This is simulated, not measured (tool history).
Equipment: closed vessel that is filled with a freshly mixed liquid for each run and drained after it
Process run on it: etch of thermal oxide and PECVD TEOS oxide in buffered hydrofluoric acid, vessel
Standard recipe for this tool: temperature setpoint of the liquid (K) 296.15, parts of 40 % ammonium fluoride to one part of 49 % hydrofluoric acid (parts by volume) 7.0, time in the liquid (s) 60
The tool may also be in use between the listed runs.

| run | hour | temperature setpoint of the liquid (K) | parts of 40 % ammonium fluoride to one part of 49 % hydrofluoric acid (parts by volume) | time in the liquid (s) | read-back film thickness of the thermal oxide reference wafer, read on the same gauge (nm) | read-back film thickness of the PECVD TEOS oxide reference wafer, read on the same gauge (nm) | thickness taken off the thermal oxide on a monitor wafer (Å) | thickness taken off the PECVD TEOS oxide on a monitor wafer (Å) |
|---|---|---|---|---|---|---|---|---|
| 1 | 0.0 | 296.15 | 7.0 | 60 | 30.03 | 140.00 | 863.5 | 913.8 |
| 2 | 15.8 | 294.15 | 7.0 | 50 | 29.99 | 140.03 | 643.0 | 673.0 |
| 3 | 33.7 | 296.15 | 7.0 | 60 | 29.98 | 139.98 | 864.0 | 902.7 |
|  | 37.4 | hydrofluoric acid flow meter replaced |
| 4 | 50.6 | 296.15 | 7.0 | 60 | 30.00 | 140.00 | 987.5 | 1015.9 |
|  | 84.3 | gauge calibrated |
| 5 | 93.1 | 298.65 | 7.0 | 60 | 29.99 | 139.99 | 1110.1 | 1161.2 |
| 6 | 107.1 | 298.65 | 7.0 | 60 | 30.02 | 139.98 | 1119.5 | 1165.2 |
| 7 | 118.9 | 298.65 | 7.0 | 60 | 30.03 | 140.00 | 1111.6 | 1167.1 |
| 8 | 127.6 | 296.15 | 7.0 | 60 | 30.00 | 140.01 | 967.3 | 1014.3 |
|  | 129.1 | thermometer replaced |
| 9 | 137.3 | 294.15 | 7.0 | 60 | 30.03 | 140.00 | 865.2 | 903.0 |
| 10 | 144.7 | 294.15 | 7.0 | 60 | 30.02 | 139.99 | 861.7 | 902.7 |
| 11 | 151.7 | 296.15 | 7.0 | 85 | 29.97 | 140.02 | 1365.3 | 1430.5 |
| 12 | 160.6 | 296.15 | 7.0 | 60 | 29.99 | 139.98 | 967.2 | 1007.6 |
| 13 | 175.0 | 292.15 | 5.5 | 85 | 30.04 | 140.01 | 1335.6 | 1408.7 |
| 14 | 187.3 | 296.15 | 7.0 | 60 | 30.00 | 140.00 | 958.2 | 1013.3 |
| 15 | 195.0 | 293.65 | 7.0 | 60 | 30.02 | 140.01 | 829.3 | 865.5 |
| 16 | 202.6 | 298.15 | 7.0 | 60 | 29.99 | 139.99 | 1065.3 | 1124.6 |
| 17 | 209.1 | 298.15 | 7.0 | 60 | 30.00 | 139.97 | 1058.6 | 1109.3 |
| 18 | 221.5 | 296.15 | 7.0 | 60 | 30.00 | 140.02 | 961.5 | 999.8 |
| 19 | 231.2 | 300.65 | 5.0 | 85 | 30.02 | 140.00 | 2293.7 | 2411.0 |
| 20 | 242.1 | 291.15 | 7.0 | 60 | 29.95 | 140.02 | 720.0 | 745.9 |
| 21 | 257.4 | 296.15 | 8.0 | 30 | 30.02 | 140.02 | 411.6 | 429.6 |
| 22 | 267.3 | 299.15 | 8.0 | 60 | 30.03 | 140.00 | 959.8 | 1009.5 |
| 23 | 285.1 | 293.65 | 6.0 | 80 | 30.01 | 140.00 | 1263.9 | 1332.2 |
| 24 | 303.1 | 296.15 | 7.0 | 60 | 29.99 | 140.01 | 927.1 | 981.3 |
| 25 | 312.0 | 299.15 | 5.5 | 60 | 29.96 | 140.00 | 1370.1 | 1442.8 |
| 26 | 320.1 | 296.15 | 7.0 | 60 | 30.00 | 139.99 | 938.9 | 982.8 |

Each run again, without the hidden state but with its own random variation kept:
The hidden state here: liquid hotter than its thermometer reads (K); hydrofluoric acid flow below the setpoint (%); gauge reads high (%).
| run | thickness taken off the thermal oxide on a monitor wafer (Å) | thickness taken off the PECVD TEOS oxide on a monitor wafer (Å) |
|---|---|---|
| 1 | 980.9 | 1038.0 |
| 2 | 732.4 | 766.6 |
| 3 | 986.8 | 1031.0 |
| 4 | 991.6 | 1020.1 |
| 5 | 1121.4 | 1173.0 |
| 6 | 1133.1 | 1179.4 |
| 7 | 1127.0 | 1183.3 |
| 8 | 982.0 | 1029.6 |
| 9 | 879.4 | 917.9 |
| 10 | 876.9 | 918.6 |
| 11 | 1390.6 | 1456.9 |
| 12 | 986.4 | 1027.6 |
| 13 | 1358.6 | 1433.0 |
| 14 | 980.9 | 1037.4 |
| 15 | 849.9 | 887.0 |
| 16 | 1092.9 | 1153.7 |
| 17 | 1087.0 | 1139.0 |
| 18 | 989.1 | 1028.5 |
| 19 | 2347.3 | 2467.4 |
| 20 | 742.9 | 769.6 |
| 21 | 425.7 | 444.3 |
| 22 | 994.1 | 1045.5 |
| 23 | 1302.5 | 1372.8 |
| 24 | 965.0 | 1021.4 |
| 25 | 1415.2 | 1490.4 |
| 26 | 979.6 | 1025.4 |
